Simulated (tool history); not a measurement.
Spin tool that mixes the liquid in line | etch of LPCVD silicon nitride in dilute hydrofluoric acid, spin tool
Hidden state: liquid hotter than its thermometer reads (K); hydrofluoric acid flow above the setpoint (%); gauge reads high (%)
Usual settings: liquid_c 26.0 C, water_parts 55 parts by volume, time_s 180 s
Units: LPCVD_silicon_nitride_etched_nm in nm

run    hour  liquid_c  water_parts  time_s  wafers since the last listed run  hours since the thermometer was replaced  hours since the hydrofluoric acid flow meter was replaced  hours since the gauge calibration  read-back film thickness of the LPCVD silicon nitride reference wafer, read on the same gauge (nm)  LPCVD_silicon_nitride_etched_nm
  1     0.0      26.0           55     180                                 0                                    1436.4                                                      535.6                              355.4                                                                                             150.025                            1.945
  2    48.7      26.0           55     180                               418                                    1485.1                                                      584.3                              404.1                                                                                             149.978                            1.984
  3    76.4      26.0           55     180                               238                                    1512.8                                                      612.0                              431.8                                                                                             149.958                            1.950
  4   114.4      26.0           55     180                               326                                    1550.8                                                      650.0                              469.8                                                                                             150.022                            1.992
  5   177.3      26.0           55     180                               540                                    1613.7                                                      712.9                              532.7                                                                                             150.007                            1.987
  6   310.1      26.0           55     180                              1141                                    1746.5                                                      845.7                              665.5                                                                                             150.048                            1.992
      344.2  -- hydrofluoric acid flow meter replaced
  7   370.8      26.0           55     180                               513                                    1807.2                                                       26.6                              726.2                                                                                             150.009                            1.886
      377.7  -- thermometer replaced
  8   408.0      26.0           55     180                               311                                      30.3                                                       63.8                              763.4                                                                                             150.004                            1.753
  9   467.8      26.0           55     180                               514                                      90.1                                                      123.6                              823.2                                                                                             149.983                            1.738
 10   505.0      26.0           55     180                               319                                     127.3                                                      160.8                              860.4                                                                                             149.991                            1.795
 11   560.2      26.0           55     180                               474                                     182.5                                                      216.0                              915.6                                                                                             150.014                            1.752
 12   591.2      26.0           55     180                               266                                     213.5                                                      247.0                              946.6                                                                                             150.011                            1.813
 13   655.9      26.0           55     180                               556                                     278.2                                                      311.7                             1011.3                                                                                             149.962                            1.784
 14   690.0      26.0           55     180                               293                                     312.3                                                      345.8                             1045.4                                                                                             150.018                            1.818
 15   725.4      26.0           30     180                               304                                     347.7                                                      381.2                             1080.8                                                                                             150.017                            3.340
 16   753.9      26.0           45     130                               245                                     376.2                                                      409.7                             1109.3                                                                                             150.010                            1.641
 17   784.7      30.5           40     225                               264                                     407.0                                                      440.5                             1140.1                                                                                             149.989                            4.202
 18   838.6      22.5           55     180                               463                                     460.9                                                      494.4                             1194.0                                                                                             150.008                            1.461
 19   891.4      23.0           55     180                               454                                     513.7                                                      547.2                             1246.8                                                                                             150.033                            1.490
 20   936.5      24.0           85     180                               387                                     558.8                                                      592.3                             1291.9                                                                                             150.008                            1.061
 21   988.0      26.0           55     180                               442                                     610.3                                                      643.8                             1343.4                                                                                             149.996                            1.904
 22  1017.5      29.0           35     145                               253                                     639.8                                                      673.3                             1372.9                                                                                             149.988                            2.889
     1046.4  -- gauge calibrated
 23  1063.3      23.5           65     225                               393                                     685.6                                                      719.1                               16.9                                                                                             150.012                            1.709
 24  1135.4      27.5           55     275                               619                                     757.7                                                      791.2                               89.0                                                                                             149.968                            3.167
 25  1174.9      26.0           55     180                               339                                     797.2                                                      830.7                              128.5                                                                                             149.960                            1.852
 26  1232.8      26.0           55     180                               497                                     855.1                                                      888.6                              186.4                                                                                             150.021                            1.920
 27  1292.4      30.0           70     180                               512                                     914.7                                                      948.2                              246.0                                                                                             150.039                            2.025
     1305.7  -- hydrofluoric acid flow meter replaced
 28  1335.0      26.0           55     180                               357                                     957.3                                                       29.3                              288.6                                                                                             149.992                            1.809
 29  1387.9      28.5           35     285                               454                                    1010.2                                                       82.2                              341.5                                                                                             149.993                            5.290
 30  1435.1      26.0           55     180                               405                                    1057.4                                                      129.4                              388.7                                                                                             149.992                            1.835
 31  1477.8      22.5           30     180                               367                                    1100.1                                                      172.1                              431.4                                                                                             149.997                            2.699
 32  1528.3      26.0           55     180                               434                                    1150.6                                                      222.6                              481.9                                                                                             149.994                            1.866
 33  1555.2      26.0           55     105                               231                                    1177.5                                                      249.5                              508.8                                                                                             150.006                            1.096

Hidden state or all else? Some run-to-run changes of LPCVD_silicon_nitride_etched_nm, split into what the settings, what came in and random variation would give without the hidden state, and what is left for the hidden state (with any gauge scatter that isn't in both results):
Run 7 -> 8: thermometer replaced. LPCVD_silicon_nitride_etched_nm -0.133 nm: hidden state -0.167, all else +0.034.
Run 17 -> 18: liquid_c 30.5 -> 22.5, water_parts 40 -> 55, time_s 225 -> 180. LPCVD_silicon_nitride_etched_nm -2.741 nm: hidden state -0.159, all else -2.582.
Run 28 -> 29: liquid_c 26.0 -> 28.5, water_parts 55 -> 35, time_s 180 -> 285. LPCVD_silicon_nitride_etched_nm +3.481 nm: hidden state +0.239, all else +3.242.
Run 29 -> 30: liquid_c 28.5 -> 26.0, water_parts 35 -> 55, time_s 285 -> 180. LPCVD_silicon_nitride_etched_nm -3.455 nm: hidden state -0.215, all else -3.240.
